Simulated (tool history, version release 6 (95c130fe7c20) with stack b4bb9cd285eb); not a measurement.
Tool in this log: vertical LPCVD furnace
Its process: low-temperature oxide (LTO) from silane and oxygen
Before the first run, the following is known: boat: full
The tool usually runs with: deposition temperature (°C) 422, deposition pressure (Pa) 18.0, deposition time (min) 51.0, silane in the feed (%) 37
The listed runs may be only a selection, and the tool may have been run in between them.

run,hour,deposition temperature (°C),deposition pressure (Pa),deposition time (min),silane in the feed (%),wafers since the last listed run,hours since the last temperature calibration,hours since the pressure gauge was zeroed,hours since the silane flow controller was replaced,hours since the gauge calibration,"read-back reference wafer on the same gauge, thickness",film thickness on the monitor wafer in the middle of the boat (Å)
1,0.0,422,18.0,51.0,37,0,2690.0,4578.3,6567.4,340.4,381.16,3735.3
2,88.4,422,18.0,51.0,37,1986,2778.4,4666.7,6655.8,428.8,380.74,3743.2
3,151.7,422,18.0,51.0,37,1422,2841.7,4730.0,6719.1,492.1,381.30,3729.9
4,253.3,422,16.0,60.0,37,2283,2943.3,4831.6,6820.7,593.7,381.00,3912.0
5,347.5,422,18.0,51.0,37,2116,3037.5,4925.8,6914.9,687.9,381.40,3758.3
6,388.9,422,18.0,51.0,37,930,3078.9,4967.2,6956.3,729.3,381.14,3756.1
# hour 429.6: gauge calibrated
# hour 482.9: silane flow controller replaced
# hour 496.6: thermocouples replaced and temperature profile calibrated
7,497.1,422,18.0,51.0,37,1583,0.5,5075.4,14.2,67.5,381.13,3602.9
8,569.7,422,18.0,51.0,37,1631,73.1,5148.0,86.8,140.1,381.37,3628.3
# hour 635.0: pressure gauge zeroed
9,756.6,422,20.7,51.0,30,3660,260.0,121.6,273.7,327.0,381.27,3309.2
10,851.2,417,18.0,42.5,37,2125,354.6,216.2,368.3,421.6,381.42,2983.9
11,937.6,422,14.0,51.0,37,1941,441.0,302.6,454.7,508.0,381.14,2930.8
12,1031.4,422,18.0,51.0,37,2107,534.8,396.4,548.5,601.8,380.92,3762.4
# hour 1033.9: gauge calibrated
13,1115.2,422,15.3,42.5,33,1883,618.6,480.2,632.3,81.3,380.96,2305.0
14,1354.2,422,16.0,51.0,37,5371,857.6,719.2,871.3,320.3,381.18,3332.7

Same runs, no hidden state in the tool, same run-to-run variation:
What the log doesn't record here: true tube temperature minus thermocouple reading, K; true pressure minus gauge reading, mTorr; deviation of the silane flow from its setpoint, %; gauge reads high (%).
run,film thickness on the monitor wafer in the middle of the boat (Å)
1,3785.4
2,3790.1
3,3774.2
4,3978.3
5,3795.2
6,3791.4
7,3774.8
8,3798.5
9,3304.2
10,2985.9
11,2944.1
12,3775.5
13,2320.2
14,3364.3

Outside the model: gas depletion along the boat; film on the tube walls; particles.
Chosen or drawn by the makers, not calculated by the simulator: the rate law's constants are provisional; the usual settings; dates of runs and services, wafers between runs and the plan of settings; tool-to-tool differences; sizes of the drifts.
